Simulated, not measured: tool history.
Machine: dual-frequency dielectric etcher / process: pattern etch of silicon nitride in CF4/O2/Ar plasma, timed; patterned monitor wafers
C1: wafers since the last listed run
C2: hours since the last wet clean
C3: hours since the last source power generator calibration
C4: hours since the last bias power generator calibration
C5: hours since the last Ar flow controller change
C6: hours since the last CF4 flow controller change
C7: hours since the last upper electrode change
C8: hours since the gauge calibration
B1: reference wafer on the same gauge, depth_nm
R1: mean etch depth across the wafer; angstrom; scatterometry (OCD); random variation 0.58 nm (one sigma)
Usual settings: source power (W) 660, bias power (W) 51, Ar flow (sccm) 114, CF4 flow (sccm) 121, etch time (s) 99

{"run": 1, "hour": 0.0, "source power (W)": 660, "bias power (W)": 51, "Ar flow (sccm)": 114, "CF4 flow (sccm)": 141, "etch time (s)": 99, "C1": 0, "C2": 345.6, "C3": 3338.8, "C4": 3888.3, "C5": 255.7, "C6": 242.3, "C7": 2060.5, "C8": 66.4, "B1": 288.2, "R1": 2526}
{"run": 2, "hour": 73.6, "source power (W)": 660, "bias power (W)": 51, "Ar flow (sccm)": 114, "CF4 flow (sccm)": 141, "etch time (s)": 99, "C1": 901, "C2": 419.2, "C3": 3412.4, "C4": 3961.9, "C5": 329.3, "C6": 315.9, "C7": 2134.1, "C8": 140, "B1": 289.1, "R1": 2540}
{"run": 3, "hour": 137.3, "source power (W)": 660, "bias power (W)": 51, "Ar flow (sccm)": 114, "CF4 flow (sccm)": 121, "etch time (s)": 99, "C1": 780, "C2": 482.9, "C3": 3476.1, "C4": 4025.6, "C5": 393, "C6": 379.6, "C7": 2197.8, "C8": 203.7, "B1": 290, "R1": 2497}
{"run": 4, "hour": 185.5, "source power (W)": 660, "bias power (W)": 51, "Ar flow (sccm)": 114, "CF4 flow (sccm)": 115, "etch time (s)": 99, "C1": 590, "C2": 531.1, "C3": 3524.3, "C4": 4073.8, "C5": 441.2, "C6": 427.8, "C7": 2246, "C8": 251.9, "B1": 289.8, "R1": 2488}
{"hour": 189.7, "done": "bias power generator calibrated"}
{"hour": 235.3, "done": "source power generator calibrated"}
{"run": 5, "hour": 275.9, "source power (W)": 580, "bias power (W)": 54, "Ar flow (sccm)": 136, "CF4 flow (sccm)": 121, "etch time (s)": 99, "C1": 1009, "C2": 621.5, "C3": 40.6, "C4": 86.2, "C5": 531.6, "C6": 518.2, "C7": 2336.4, "C8": 342.3, "B1": 290.5, "R1": 2264}
{"hour": 307.1, "done": "wet clean of the chamber"}
{"hour": 311.4, "done": "upper electrode replaced"}
{"run": 6, "hour": 369.0, "source power (W)": 810, "bias power (W)": 51, "Ar flow (sccm)": 114, "CF4 flow (sccm)": 132, "etch time (s)": 99, "C1": 794, "C2": 61.9, "C3": 133.7, "C4": 179.3, "C5": 624.7, "C6": 611.3, "C7": 57.6, "C8": 435.4, "B1": 291.1, "R1": 2983}
{"run": 7, "hour": 417.8, "source power (W)": 660, "bias power (W)": 51, "Ar flow (sccm)": 114, "CF4 flow (sccm)": 121, "etch time (s)": 99, "C1": 597, "C2": 110.7, "C3": 182.5, "C4": 228.1, "C5": 673.5, "C6": 660.1, "C7": 106.4, "C8": 484.2, "B1": 291.2, "R1": 2518}
{"run": 8, "hour": 459.2, "source power (W)": 660, "bias power (W)": 51, "Ar flow (sccm)": 114, "CF4 flow (sccm)": 121, "etch time (s)": 99, "C1": 507, "C2": 152.1, "C3": 223.9, "C4": 269.5, "C5": 714.9, "C6": 701.5, "C7": 147.8, "C8": 525.6, "B1": 291.1, "R1": 2515}
{"run": 9, "hour": 553.8, "source power (W)": 770, "bias power (W)": 51, "Ar flow (sccm)": 126, "CF4 flow (sccm)": 121, "etch time (s)": 73.5, "C1": 1158, "C2": 246.7, "C3": 318.5, "C4": 364.1, "C5": 809.5, "C6": 796.1, "C7": 242.4, "C8": 620.2, "B1": 291.7, "R1": 2073}
{"run": 10, "hour": 613.5, "source power (W)": 660, "bias power (W)": 51, "Ar flow (sccm)": 114, "CF4 flow (sccm)": 121, "etch time (s)": 99, "C1": 731, "C2": 306.4, "C3": 378.2, "C4": 423.8, "C5": 869.2, "C6": 855.8, "C7": 302.1, "C8": 679.9, "B1": 291.9, "R1": 2508}
{"run": 11, "hour": 681.7, "source power (W)": 610, "bias power (W)": 51, "Ar flow (sccm)": 114, "CF4 flow (sccm)": 121, "etch time (s)": 99, "C1": 835, "C2": 374.6, "C3": 446.4, "C4": 492, "C5": 937.4, "C6": 924, "C7": 370.3, "C8": 748.1, "B1": 292, "R1": 2372}
{"run": 12, "hour": 751.8, "source power (W)": 660, "bias power (W)": 51, "Ar flow (sccm)": 127, "CF4 flow (sccm)": 121, "etch time (s)": 90, "C1": 858, "C2": 444.7, "C3": 516.5, "C4": 562.1, "C5": 1007.5, "C6": 994.1, "C7": 440.4, "C8": 818.2, "B1": 292.2, "R1": 2265}
{"run": 13, "hour": 854.4, "source power (W)": 660, "bias power (W)": 59, "Ar flow (sccm)": 114, "CF4 flow (sccm)": 121, "etch time (s)": 99, "C1": 1256, "C2": 547.3, "C3": 619.1, "C4": 664.7, "C5": 1110.1, "C6": 1096.7, "C7": 543, "C8": 920.8, "B1": 292.5, "R1": 2666}
{"hour": 922.5, "done": "wet clean of the chamber"}
{"run": 14, "hour": 942.7, "source power (W)": 660, "bias power (W)": 51, "Ar flow (sccm)": 114, "CF4 flow (sccm)": 121, "etch time (s)": 99, "C1": 787, "C2": 20.2, "C3": 707.4, "C4": 753, "C5": 1198.4, "C6": 1185, "C7": 631.3, "C8": 1009.1, "B1": 292.3, "R1": 2532}
{"run": 15, "hour": 993.1, "source power (W)": 660, "bias power (W)": 51, "Ar flow (sccm)": 90, "CF4 flow (sccm)": 121, "etch time (s)": 99, "C1": 617, "C2": 70.6, "C3": 757.8, "C4": 803.4, "C5": 1248.8, "C6": 1235.4, "C7": 681.7, "C8": 1059.5, "B1": 292.9, "R1": 2602}
{"run": 16, "hour": 1074.1, "source power (W)": 660, "bias power (W)": 51, "Ar flow (sccm)": 114, "CF4 flow (sccm)": 121, "etch time (s)": 99, "C1": 992, "C2": 151.6, "C3": 838.8, "C4": 884.4, "C5": 1329.8, "C6": 1316.4, "C7": 762.7, "C8": 1140.5, "B1": 292.6, "R1": 2526}
{"run": 17, "hour": 1119.7, "source power (W)": 660, "bias power (W)": 51, "Ar flow (sccm)": 114, "CF4 flow (sccm)": 141, "etch time (s)": 99, "C1": 558, "C2": 197.2, "C3": 884.4, "C4": 930, "C5": 1375.4, "C6": 1362, "C7": 808.3, "C8": 1186.1, "B1": 292.8, "R1": 2563}
{"run": 18, "hour": 1183.0, "source power (W)": 660, "bias power (W)": 44, "Ar flow (sccm)": 88, "CF4 flow (sccm)": 147, "etch time (s)": 89, "C1": 775, "C2": 260.5, "C3": 947.7, "C4": 993.3, "C5": 1438.7, "C6": 1425.3, "C7": 871.6, "C8": 1249.4, "B1": 292.9, "R1": 2271}
{"hour": 1187.6, "done": "gauge calibrated"}
{"run": 19, "hour": 1272.0, "source power (W)": 710, "bias power (W)": 51, "Ar flow (sccm)": 114, "CF4 flow (sccm)": 142, "etch time (s)": 112, "C1": 1090, "C2": 349.5, "C3": 1036.7, "C4": 1082.3, "C5": 1527.7, "C6": 1514.3, "C7": 960.6, "C8": 84.4, "B1": 288.8, "R1": 3021}
{"run": 20, "hour": 1362.4, "source power (W)": 660, "bias power (W)": 44, "Ar flow (sccm)": 114, "CF4 flow (sccm)": 133, "etch time (s)": 99, "C1": 1107, "C2": 439.9, "C3": 1127.1, "C4": 1172.7, "C5": 1618.1, "C6": 1604.7, "C7": 1051, "C8": 174.8, "B1": 289.3, "R1": 2405}
{"run": 21, "hour": 1431.7, "source power (W)": 660, "bias power (W)": 51, "Ar flow (sccm)": 123, "CF4 flow (sccm)": 121, "etch time (s)": 99, "C1": 848, "C2": 509.2, "C3": 1196.4, "C4": 1242, "C5": 1687.4, "C6": 1674, "C7": 1120.3, "C8": 244.1, "B1": 290.3, "R1": 2478}

Each row is a separate what-if for the run after 21, all from the same tool condition, not one after another. Results?
{"run": "A", "hour": 1432.1, "source power (W)": 660, "bias power (W)": 51, "Ar flow (sccm)": 114, "CF4 flow (sccm)": 121, "etch time (s)": 99, "C1": 4, "C2": 509.6, "C3": 1196.8, "C4": 1242.4, "C5": 1687.8, "C6": 1674.4, "C7": 1120.7, "C8": 244.5, "B1": "?", "R1": "?"}
{"run": "B", "hour": 1432.1, "source power (W)": 540, "bias power (W)": 62, "Ar flow (sccm)": 114, "CF4 flow (sccm)": 121, "etch time (s)": 99, "C1": 4, "C2": 509.6, "C3": 1196.8, "C4": 1242.4, "C5": 1687.8, "C6": 1674.4, "C7": 1120.7, "C8": 244.5, "B1": "?", "R1": "?"}
{"run": "C", "hour": 1432.1, "source power (W)": 660, "bias power (W)": 40, "Ar flow (sccm)": 114, "CF4 flow (sccm)": 121, "etch time (s)": 99, "C1": 4, "C2": 509.6, "C3": 1196.8, "C4": 1242.4, "C5": 1687.8, "C6": 1674.4, "C7": 1120.7, "C8": 244.5, "B1": "?", "R1": "?"}
{"run": "D", "hour": 1432.1, "source power (W)": 700, "bias power (W)": 51, "Ar flow (sccm)": 114, "CF4 flow (sccm)": 121, "etch time (s)": 99, "C1": 4, "C2": 509.6, "C3": 1196.8, "C4": 1242.4, "C5": 1687.8, "C6": 1674.4, "C7": 1120.7, "C8": 244.5, "B1": "?", "R1": "?"}

run=A B1=289.8 R1=2508
run=B B1=289.8 R1=2319
run=C B1=289.8 R1=2304
run=D B1=289.8 R1=2624
Stripped of hidden state, with their random variation kept, the same runs would have yielded:
run=A R1=2492
run=B R1=2304
run=C R1=2289
run=D R1=2606

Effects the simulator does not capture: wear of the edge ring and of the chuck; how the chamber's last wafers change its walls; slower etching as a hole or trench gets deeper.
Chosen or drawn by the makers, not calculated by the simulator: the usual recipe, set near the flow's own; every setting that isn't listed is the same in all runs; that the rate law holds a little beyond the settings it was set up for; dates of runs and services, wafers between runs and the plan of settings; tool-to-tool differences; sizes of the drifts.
